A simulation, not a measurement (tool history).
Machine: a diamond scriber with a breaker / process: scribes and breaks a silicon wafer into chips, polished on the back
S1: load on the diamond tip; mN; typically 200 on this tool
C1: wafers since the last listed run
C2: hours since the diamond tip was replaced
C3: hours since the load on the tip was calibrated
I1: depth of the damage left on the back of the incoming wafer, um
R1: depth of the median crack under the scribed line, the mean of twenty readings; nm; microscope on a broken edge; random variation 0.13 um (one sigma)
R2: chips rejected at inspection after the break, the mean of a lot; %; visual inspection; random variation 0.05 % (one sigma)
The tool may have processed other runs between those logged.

{"run": 1, "hour": 0.0, "S1": 175, "C1": 0, "C2": 80.2, "C3": 124.6, "I1": 0.04, "R1": 7420, "R2": 1.4}
{"run": 2, "hour": 98.7, "S1": 200, "C1": 131, "C2": 178.9, "C3": 223.3, "I1": 0.02, "R1": 8020, "R2": 0.99}
{"run": 3, "hour": 167.5, "S1": 200, "C1": 91, "C2": 247.7, "C3": 292.1, "I1": 0.02, "R1": 7920, "R2": 1.0}
{"run": 4, "hour": 258.9, "S1": 200, "C1": 121, "C2": 339.1, "C3": 383.5, "I1": 0.04, "R1": 7740, "R2": 0.93}
{"run": 5, "hour": 363.1, "S1": 200, "C1": 138, "C2": 443.3, "C3": 487.7, "I1": 0.01, "R1": 8020, "R2": 0.92}
{"run": 6, "hour": 487.7, "S1": 200, "C1": 165, "C2": 567.9, "C3": 612.3, "I1": 0.01, "R1": 7800, "R2": 0.94}
{"run": 7, "hour": 559.7, "S1": 239, "C1": 95, "C2": 639.9, "C3": 684.3, "I1": 0.02, "R1": 8510, "R2": 1.77}
{"run": 8, "hour": 617.1, "S1": 239, "C1": 76, "C2": 697.3, "C3": 741.7, "I1": 0.03, "R1": 8810, "R2": 1.82}
{"run": 9, "hour": 677.2, "S1": 200, "C1": 80, "C2": 757.4, "C3": 801.8, "I1": 0.02, "R1": 7880, "R2": 0.89}
{"run": 10, "hour": 782.3, "S1": 200, "C1": 139, "C2": 862.5, "C3": 906.9, "I1": 0.01, "R1": 7860, "R2": 0.95}
{"hour": 791.1, "done": "diamond tip replaced by a new one"}
{"run": 11, "hour": 824.9, "S1": 200, "C1": 54, "C2": 33.8, "C3": 949.5, "I1": 0.04, "R1": 7820, "R2": 1.06}
{"run": 12, "hour": 905.5, "S1": 163, "C1": 107, "C2": 114.4, "C3": 1030.1, "I1": 0.02, "R1": 6900, "R2": 2.13}
{"run": 13, "hour": 978.4, "S1": 163, "C1": 97, "C2": 187.3, "C3": 1103.0, "I1": 0.04, "R1": 6990, "R2": 2.38}
{"run": 14, "hour": 1062.6, "S1": 163, "C1": 112, "C2": 271.5, "C3": 1187.2, "I1": 0.05, "R1": 6810, "R2": 2.2}
{"run": 15, "hour": 1356.4, "S1": 179, "C1": 391, "C2": 565.3, "C3": 1481.0, "I1": 0.03, "R1": 7300, "R2": 1.82}
{"run": 16, "hour": 1456.7, "S1": 200, "C1": 133, "C2": 665.6, "C3": 1581.3, "I1": 0.03, "R1": 7380, "R2": 1.15}
{"run": 17, "hour": 1604.8, "S1": 200, "C1": 197, "C2": 813.7, "C3": 1729.4, "I1": 0.04, "R1": 7500, "R2": 1.07}
{"run": 18, "hour": 1670.1, "S1": 187, "C1": 86, "C2": 879.0, "C3": 1794.7, "I1": 0.02, "R1": 7310, "R2": 1.63}
{"hour": 1673.5, "done": "load on the tip recalibrated"}
{"run": 19, "hour": 1728.8, "S1": 216, "C1": 75, "C2": 937.7, "C3": 55.3, "I1": 0.03, "R1": 7640, "R2": 1.36}
{"hour": 1820.0, "done": "diamond tip replaced by a new one"}
{"run": 20, "hour": 1961.6, "S1": 182, "C1": 307, "C2": 141.6, "C3": 288.1, "I1": 0.03, "R1": 7120, "R2": 2.96}
{"run": 21, "hour": 2259.3, "S1": 183, "C1": 396, "C2": 439.3, "C3": 585.8, "I1": 0.03, "R1": 6860, "R2": 3.27}
{"hour": 2326.8, "done": "load on the tip recalibrated, repeated, since the last time left the tool worse"}
{"run": 22, "hour": 2338.7, "S1": 247, "C1": 103, "C2": 518.7, "C3": 11.9, "I1": 0.03, "R1": 8710, "R2": 2.04}
{"run": 23, "hour": 2646.9, "S1": 229, "C1": 410, "C2": 826.9, "C3": 320.1, "I1": 0.04, "R1": 8440, "R2": 1.36}
{"run": 24, "hour": 2753.8, "S1": 150, "C1": 142, "C2": 933.8, "C3": 427.0, "I1": 0.04, "R1": 6760, "R2": 2.95}
{"hour": 2794.1, "done": "diamond tip replaced by a new one"}
{"run": 25, "hour": 2843.7, "S1": 248, "C1": 117, "C2": 49.6, "C3": 516.9, "I1": 0.02, "R1": 8760, "R2": 1.99}
{"run": 26, "hour": 2944.8, "S1": 237, "C1": 134, "C2": 150.7, "C3": 618.0, "I1": 0.03, "R1": 8640, "R2": 1.64}
{"run": 27, "hour": 3017.4, "S1": 155, "C1": 96, "C2": 223.3, "C3": 690.6, "I1": 0.02, "R1": 6860, "R2": 2.75}
{"run": 28, "hour": 3119.8, "S1": 241, "C1": 136, "C2": 325.7, "C3": 793.0, "I1": 0.03, "R1": 8600, "R2": 1.61}
{"run": 29, "hour": 3212.3, "S1": 227, "C1": 123, "C2": 418.2, "C3": 885.5, "I1": 0.01, "R1": 8270, "R2": 1.23}
{"run": 30, "hour": 3259.4, "S1": 235, "C1": 62, "C2": 465.3, "C3": 932.6, "I1": 0.03, "R1": 8430, "R2": 1.31}
{"run": 31, "hour": 3522.5, "S1": 250, "C1": 350, "C2": 728.4, "C3": 1195.7, "I1": 0.05, "R1": 8590, "R2": 1.81}
{"run": 32, "hour": 3802.8, "S1": 200, "C1": 373, "C2": 1008.7, "C3": 1476.0, "I1": 0.04, "R1": 7590, "R2": 1.18}
{"hour": 3847.8, "done": "diamond tip replaced by a new one"}
{"hour": 4003.9, "done": "load on the tip recalibrated"}
{"run": 33, "hour": 4037.3, "S1": 223, "C1": 306, "C2": 189.5, "C3": 33.4, "I1": 0.05, "R1": 8440, "R2": 1.29}
{"run": 34, "hour": 4084.5, "S1": 200, "C1": 62, "C2": 236.7, "C3": 80.6, "I1": 0.02, "R1": 8120, "R2": 0.91}
{"run": 35, "hour": 4183.6, "S1": 240, "C1": 131, "C2": 335.8, "C3": 179.7, "I1": 0.05, "R1": 8540, "R2": 1.77}
{"run": 36, "hour": 4252.7, "S1": 200, "C1": 92, "C2": 404.9, "C3": 248.8, "I1": 0.01, "R1": 7890, "R2": 0.95}
{"run": 37, "hour": 4307.7, "S1": 230, "C1": 73, "C2": 459.9, "C3": 303.8, "I1": 0.02, "R1": 8750, "R2": 1.54}
{"run": 38, "hour": 4344.0, "S1": 145, "C1": 48, "C2": 496.2, "C3": 340.1, "I1": 0.04, "R1": 6750, "R2": 3.26}

For run 39, what comes out?
{"run": 39, "hour": 4389.2, "S1": 220, "C1": 60, "C2": 541.4, "C3": 385.3, "I1": 0.04, "R1": "?", "R2": "?"}

{"run 39": {"R1": 8360, "R2": 1.14}}
With the hidden condition absent and the run-to-run variation left alone, this run would have shown R1 8360 nm, R2 1.15 %.

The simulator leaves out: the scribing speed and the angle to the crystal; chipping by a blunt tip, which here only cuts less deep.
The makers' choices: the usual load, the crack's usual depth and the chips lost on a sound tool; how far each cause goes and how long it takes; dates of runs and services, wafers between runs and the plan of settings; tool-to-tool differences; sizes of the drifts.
